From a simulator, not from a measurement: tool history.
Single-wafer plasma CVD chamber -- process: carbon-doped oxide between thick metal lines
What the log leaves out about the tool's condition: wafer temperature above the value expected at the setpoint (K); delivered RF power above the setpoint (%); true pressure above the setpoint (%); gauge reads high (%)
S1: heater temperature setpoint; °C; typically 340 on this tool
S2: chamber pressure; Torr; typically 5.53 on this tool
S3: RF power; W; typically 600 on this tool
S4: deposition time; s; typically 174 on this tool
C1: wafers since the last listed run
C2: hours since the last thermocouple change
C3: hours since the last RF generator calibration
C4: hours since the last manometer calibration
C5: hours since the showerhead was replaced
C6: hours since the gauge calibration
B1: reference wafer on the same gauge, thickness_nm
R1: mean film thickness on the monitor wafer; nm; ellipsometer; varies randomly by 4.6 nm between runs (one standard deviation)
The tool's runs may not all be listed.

run 1 day=0 | S1=340 S2=5.53 S3=600 S4=174 | C1=0 C2=1326.1 C3=1159.3 C4=2046.7 C5=5419.8 C6=500.5 | B1=1117.902 | R1=923.695
-- day=0.608 RF generator calibrated
run 2 day=0.629 | S1=340 S2=5.53 S3=600 S4=174 | C1=57 C2=1341.2 C3=0.5 C4=2061.8 C5=5434.9 C6=515.6 | B1=1117.807 | R1=967.782
run 3 day=0.871 | S1=340 S2=5.53 S3=600 S4=174 | C1=46 C2=1347 C3=6.3 C4=2067.6 C5=5440.7 C6=521.4 | B1=1117.911 | R1=973.602
-- day=1.354 thermocouple changed; heater temperature recalibrated
-- day=1.388 gauge calibrated
run 4 day=1.558 | S1=340 S2=5.53 S3=560 S4=174 | C1=68 C2=4.9 C3=22.8 C4=2084.1 C5=5457.2 C6=4.1 | B1=1117.982 | R1=930.474
run 5 day=1.862 | S1=340 S2=5.53 S3=600 S4=174 | C1=58 C2=12.2 C3=30.1 C4=2091.4 C5=5464.5 C6=11.4 | B1=1116.783 | R1=959.745
-- day=2.767 capacitance manometer re-zeroed and calibrated
run 6 day=2.788 | S1=340 S2=6.04 S3=560 S4=201 | C1=114 C2=34.4 C3=52.3 C4=0.5 C5=5486.7 C6=33.6 | B1=1118.02 | R1=1085.917
run 7 day=3.229 | S1=345 S2=5.53 S3=600 S4=174 | C1=85 C2=45 C3=62.9 C4=11.1 C5=5497.3 C6=44.2 | B1=1118.314 | R1=948.135
run 8 day=3.829 | S1=336 S2=6.18 S3=520 S4=152 | C1=116 C2=59.4 C3=77.3 C4=25.5 C5=5511.7 C6=58.6 | B1=1116.687 | R1=801.374
run 9 day=4.383 | S1=350 S2=6.69 S3=600 S4=174 | C1=107 C2=72.7 C3=90.6 C4=38.8 C5=5525 C6=71.9 | B1=1117.167 | R1=955.728
run 10 day=4.946 | S1=325 S2=6.63 S3=655 S4=174 | C1=108 C2=86.2 C3=104.1 C4=52.3 C5=5538.5 C6=85.4 | B1=1118.305 | R1=1083.866
run 11 day=6.342 | S1=340 S2=5.53 S3=600 S4=174 | C1=269 C2=119.7 C3=137.6 C4=85.8 C5=5572 C6=118.9 | B1=1118.631 | R1=948.13
run 12 day=6.612 | S1=354 S2=5.53 S3=665 S4=197 | C1=52 C2=126.2 C3=144.1 C4=92.3 C5=5578.5 C6=125.4 | B1=1117.965 | R1=1091.566
-- day=7.242 showerhead replaced
run 13 day=7.292 | S1=340 S2=6.47 S3=600 S4=174 | C1=66 C2=142.5 C3=160.4 C4=108.6 C5=1.2 C6=141.7 | B1=1117.517 | R1=966.376
run 14 day=8.017 | S1=340 S2=6.29 S3=600 S4=174 | C1=140 C2=159.9 C3=177.8 C4=126 C5=18.6 C6=159.1 | B1=1118.149 | R1=976.555
run 15 day=8.75 | S1=327 S2=6.72 S3=600 S4=174 | C1=141 C2=177.5 C3=195.4 C4=143.6 C5=36.2 C6=176.7 | B1=1119.019 | R1=1016.236
run 16 day=9.308 | S1=344 S2=6.67 S3=600 S4=174 | C1=107 C2=190.9 C3=208.8 C4=157 C5=49.6 C6=190.1 | B1=1117.959 | R1=967.72
run 17 day=9.929 | S1=340 S2=6.4 S3=600 S4=174 | C1=120 C2=205.8 C3=223.7 C4=171.9 C5=64.5 C6=205 | B1=1118.358 | R1=977.472
run 18 day=10.233 | S1=340 S2=5.53 S3=515 S4=185 | C1=58 C2=213.1 C3=231 C4=179.2 C5=71.8 C6=212.3 | B1=1118.919 | R1=926.195
run 19 day=10.883 | S1=330 S2=6.06 S3=555 S4=147 | C1=125 C2=228.7 C3=246.6 C4=194.8 C5=87.4 C6=227.9 | B1=1118.703 | R1=808.743
run 20 day=11.579 | S1=340 S2=6.19 S3=495 S4=159 | C1=134 C2=245.4 C3=263.3 C4=211.5 C5=104.1 C6=244.6 | B1=1117.223 | R1=786.641
run 21 day=12.212 | S1=353 S2=6.01 S3=600 S4=157 | C1=122 C2=260.6 C3=278.5 C4=226.7 C5=119.3 C6=259.8 | B1=1117.556 | R1=833.578
run 22 day=12.638 | S1=334 S2=6.87 S3=560 S4=174 | C1=82 C2=270.8 C3=288.7 C4=236.9 C5=129.5 C6=270 | B1=1117.931 | R1=953.656
run 23 day=13.262 | S1=340 S2=4.74 S3=550 S4=174 | C1=120 C2=285.8 C3=303.7 C4=251.9 C5=144.5 C6=285 | B1=1116.553 | R1=871.929
run 24 day=13.767 | S1=349 S2=5.53 S3=515 S4=202 | C1=97 C2=297.9 C3=315.8 C4=264 C5=156.6 C6=297.1 | B1=1118.594 | R1=980.401
run 25 day=14.1 | S1=349 S2=5.53 S3=550 S4=174 | C1=64 C2=305.9 C3=323.8 C4=272 C5=164.6 C6=305.1 | B1=1118.303 | R1=872.109
run 26 day=14.742 | S1=340 S2=4.43 S3=600 S4=174 | C1=124 C2=321.3 C3=339.2 C4=287.4 C5=180 C6=320.5 | B1=1119.352 | R1=893.67
run 27 day=15.054 | S1=340 S2=5.53 S3=600 S4=174 | C1=60 C2=328.8 C3=346.7 C4=294.9 C5=187.5 C6=328 | B1=1118.087 | R1=948.528
run 28 day=15.75 | S1=340 S2=5.53 S3=600 S4=174 | C1=134 C2=345.5 C3=363.4 C4=311.6 C5=204.2 C6=344.7 | B1=1117.735 | R1=943.112

Each row is a separate what-if for the run after 28, all from the same tool condition, not one after another. Results?
run A day=15.767 | S1=340 S2=5.53 S3=600 S4=174 | C1=3 C2=345.9 C3=363.8 C4=312 C5=204.6 C6=345.1 | B1=? | R1=?
run B day=15.767 | S1=340 S2=5.53 S3=600 S4=200 | C1=3 C2=345.9 C3=363.8 C4=312 C5=204.6 C6=345.1 | B1=? | R1=?
run C day=15.767 | S1=340 S2=5.53 S3=550 S4=152 | C1=3 C2=345.9 C3=363.8 C4=312 C5=204.6 C6=345.1 | B1=? | R1=?
run D day=15.767 | S1=340 S2=6.25 S3=645 S4=174 | C1=3 C2=345.9 C3=363.8 C4=312 C5=204.6 C6=345.1 | B1=? | R1=?

run=A B1=1116.813 R1=945.56
run=B B1=1116.813 R1=1086.413
run=C B1=1116.813 R1=786.558
run=D B1=1116.813 R1=1004.902
Without the tool's hidden state the same runs would have given:
run=A R1=977.981
run=B R1=1123.663
run=C R1=814.313
run=D R1=1039.357
